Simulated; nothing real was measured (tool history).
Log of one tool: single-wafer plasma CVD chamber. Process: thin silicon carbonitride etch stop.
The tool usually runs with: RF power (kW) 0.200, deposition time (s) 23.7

| run | hour | RF power (kW) | deposition time (s) | wafers since the last listed run | hours since the last thermocouple change | hours since the last RF generator calibration | hours since the showerhead was replaced | hours since the gauge calibration | read-back reference wafer on the same gauge, thickness_nm | mean film thickness on the monitor wafer (nm) |
|---|---|---|---|---|---|---|---|---|---|---|
| 1 | 0.0 | 0.200 | 23.7 | 0 | 1608.9 | 566.7 | 5267.2 | 328.1 | 12.698 | 13.918 |
| 2 | 27.8 | 0.215 | 23.7 | 648 | 1636.7 | 594.5 | 5295.0 | 355.9 | 12.704 | 14.074 |
| 3 | 51.3 | 0.225 | 20.1 | 547 | 1660.2 | 618.0 | 5318.5 | 379.4 | 12.703 | 11.995 |
| 4 | 84.8 | 0.200 | 23.7 | 780 | 1693.7 | 651.5 | 5352.0 | 412.9 | 12.699 | 13.886 |
|  | 118.7 | showerhead replaced |
| 5 | 129.8 | 0.200 | 23.7 | 862 | 1738.7 | 696.5 | 11.1 | 457.9 | 12.703 | 13.914 |
|  | 148.9 | RF generator calibrated |
| 6 | 149.4 | 0.200 | 23.7 | 270 | 1758.3 | 0.5 | 30.7 | 477.5 | 12.703 | 14.119 |
|  | 158.6 | gauge calibrated |
| 7 | 163.2 | 0.215 | 27.3 | 321 | 1772.1 | 14.3 | 44.5 | 4.6 | 12.700 | 16.440 |
| 8 | 177.6 | 0.200 | 23.7 | 335 | 1786.5 | 28.7 | 58.9 | 19.0 | 12.705 | 14.089 |
|  | 198.0 | thermocouple changed; heater temperature recalibrated |
| 9 | 202.4 | 0.200 | 23.7 | 391 | 4.4 | 53.5 | 83.7 | 43.8 | 12.706 | 14.052 |
| 10 | 230.7 | 0.235 | 21.0 | 659 | 32.7 | 81.8 | 112.0 | 72.1 | 12.711 | 12.813 |
| 11 | 252.8 | 0.220 | 19.6 | 515 | 54.8 | 103.9 | 134.1 | 94.2 | 12.700 | 11.764 |
| 12 | 274.1 | 0.230 | 26.7 | 496 | 76.1 | 125.2 | 155.4 | 115.5 | 12.692 | 16.182 |
| 13 | 308.4 | 0.220 | 19.6 | 799 | 110.4 | 159.5 | 189.7 | 149.8 | 12.698 | 11.757 |
| 14 | 331.1 | 0.230 | 28.1 | 529 | 133.1 | 182.2 | 212.4 | 172.5 | 12.697 | 17.029 |
| 15 | 349.9 | 0.200 | 28.1 | 438 | 151.9 | 201.0 | 231.2 | 191.3 | 12.702 | 16.620 |

Run 16 is up next; what results do you expect?
| 16 | 363.4 | 0.230 | 26.0 | 314 | 165.4 | 214.5 | 244.7 | 204.8 | ? | ? |

{"run 16": {"read-back reference wafer on the same gauge, thickness_nm": 12.697, "mean film thickness on the monitor wafer (nm)": 15.723}}
Had the tool carried no hidden state, the very same run would have given mean film thickness on the monitor wafer (nm) 15.846.

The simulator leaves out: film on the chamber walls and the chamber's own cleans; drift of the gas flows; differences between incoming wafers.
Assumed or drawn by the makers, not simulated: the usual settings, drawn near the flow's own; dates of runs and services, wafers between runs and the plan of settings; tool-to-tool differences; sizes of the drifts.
